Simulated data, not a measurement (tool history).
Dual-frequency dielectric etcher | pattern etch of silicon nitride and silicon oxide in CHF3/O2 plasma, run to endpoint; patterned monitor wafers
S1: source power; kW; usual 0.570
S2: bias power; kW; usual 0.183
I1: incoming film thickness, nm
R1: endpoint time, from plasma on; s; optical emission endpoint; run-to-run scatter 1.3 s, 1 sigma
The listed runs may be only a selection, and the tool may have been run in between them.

run	hour	S1	S2	I1	R1
1	0.0	0.600	0.183	238.6	184.3
2	10.2	0.570	0.183	237.9	187.2
3	30.4	0.570	0.183	240.5	191.3
4	49.3	0.570	0.183	237.9	187.1
5	145.4	0.570	0.211	238.8	175.6
6	172.7	0.570	0.211	239.9	173.0
7	208.7	0.570	0.211	237.6	174.5
8	234.6	0.570	0.183	240.3	187.2
9	267.8	0.570	0.183	237.2	180.6
# hour 317.7: source power generator calibrated
10	352.8	0.650	0.183	239.8	175.4
11	386.8	0.570	0.183	239.5	183.2
12	420.1	0.570	0.183	240.4	181.9
13	434.3	0.570	0.183	239.5	180.1
14	454.4	0.630	0.227	236.5	159.6
15	488.7	0.500	0.151	239.2	204.0
# hour 531.9: upper electrode replaced
# hour 540.5: wet clean of the chamber
16	541.0	0.570	0.159	240.1	202.3
17	541.3	0.570	0.196	238.5	184.4
18	554.7	0.570	0.183	236.8	187.5
# hour 563.3: bias power generator calibrated
19	583.7	0.530	0.166	236.9	199.7
20	616.9	0.440	0.183	239.0	201.4
21	651.1	0.630	0.207	237.3	171.3
22	677.3	0.570	0.183	235.6	184.9
23	706.9	0.610	0.170	236.1	187.0
24	719.2	0.500	0.203	239.4	184.0
25	750.7	0.570	0.204	238.1	176.9
26	781.2	0.530	0.204	237.8	177.5
27	807.8	0.570	0.158	238.5	196.2
28	897.4	0.570	0.183	240.9	184.8
29	922.0	0.710	0.166	237.7	176.8
30	947.6	0.620	0.161	237.6	189.1
31	980.9	0.570	0.183	236.6	181.0
32	1007.8	0.690	0.224	238.5	157.5
33	1030.1	0.570	0.196	239.3	173.1
# hour 1072.4: wet clean of the chamber
34	1072.9	0.450	0.201	236.6	190.5
35	1073.2	0.620	0.166	238.2	194.3
36	1096.9	0.570	0.163	240.0	201.0

3 options for the next run, each taken on its own from the tool as it stands now. Forecast them:
A	1097.4	0.570	0.183	238.5	?
B	1097.4	0.630	0.206	238.5	?
C	1097.4	0.620	0.183	238.5	?

run	R1
A	189.0
B	174.1
C	184.9
The same runs, with their run-to-run variation unchanged, on a tool lacking any hidden condition would have given:
run	R1
A	189.6
B	174.6
C	185.4
